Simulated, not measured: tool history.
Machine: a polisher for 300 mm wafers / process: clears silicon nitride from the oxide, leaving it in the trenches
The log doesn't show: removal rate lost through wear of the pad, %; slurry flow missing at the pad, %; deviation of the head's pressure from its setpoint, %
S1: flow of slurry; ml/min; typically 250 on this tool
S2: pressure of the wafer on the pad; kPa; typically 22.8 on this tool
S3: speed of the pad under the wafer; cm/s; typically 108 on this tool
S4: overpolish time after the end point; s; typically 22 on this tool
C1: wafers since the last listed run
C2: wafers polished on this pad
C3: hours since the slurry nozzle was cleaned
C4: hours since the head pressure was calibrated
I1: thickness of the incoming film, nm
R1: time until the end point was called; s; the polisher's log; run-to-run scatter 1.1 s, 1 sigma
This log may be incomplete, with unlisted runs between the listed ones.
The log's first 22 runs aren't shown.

run   hour   S1    S2   S3  S4   C1   C2     C3    C4     I1     R1
     273.9  -- head pressure recalibrated
 23  276.2  250  27.6  134  26  146  619  493.6   2.3  154.9   94.3
 24  289.5  250  22.8   76  22  127  747  506.9  15.6  155.6  178.9
     299.1  -- worn pad replaced by a new one
 25  303.6  250  26.2  146  34   97   43    521  29.7  154.3     90
 26  317.5  250  22.8  108  16  133  177  534.9  43.6  156.7  132.6
     349.4  -- slurry nozzle cleaned
     354.2  -- head pressure recalibrated, repeated, since the last time left the tool worse
 27  357.2  250  22.8  108  22  352  530    7.8     3  153.7  117.8
 28  368.9  250  22.8  120  22  112  642   19.5  14.7    154  106.1
     385.6  -- worn pad replaced by a new one
 29  386.1  250  22.8  108  22  126    5   36.7  31.9  152.8  116.3
 30  409.2  250  22.8  108  22  222  227   59.8    55  152.2  116.7
 31  420.2  250  26.2  146  34  105  333   70.8    66  155.7   80.3
 32  434.8  175    20  108  14  140  473   85.4  80.6  157.4  139.2
 33  443.2  250  22.8  108  22   80  554   93.8    89  154.4  117.2
 34  450.6  205  22.8  108  19   71  625  101.2  96.4  155.1  120.7

Forecast each of these 3 alternatives for the next run:
  A  451.1  220  22.8  108  22   4  630  101.7  96.9  155.8   ?
  B  451.1  175  17.2  132  22   4  630  101.7  96.9  155.8   ?
  C  451.1  250  20.7  108  16   4  630  101.7  96.9  155.8   ?

run     R1
  A  118.8
  B  129.6
  C  126.5
Had the tool no hidden state, the same runs would have come out as:
run     R1
  A  121.9
  B    133
  C  129.8
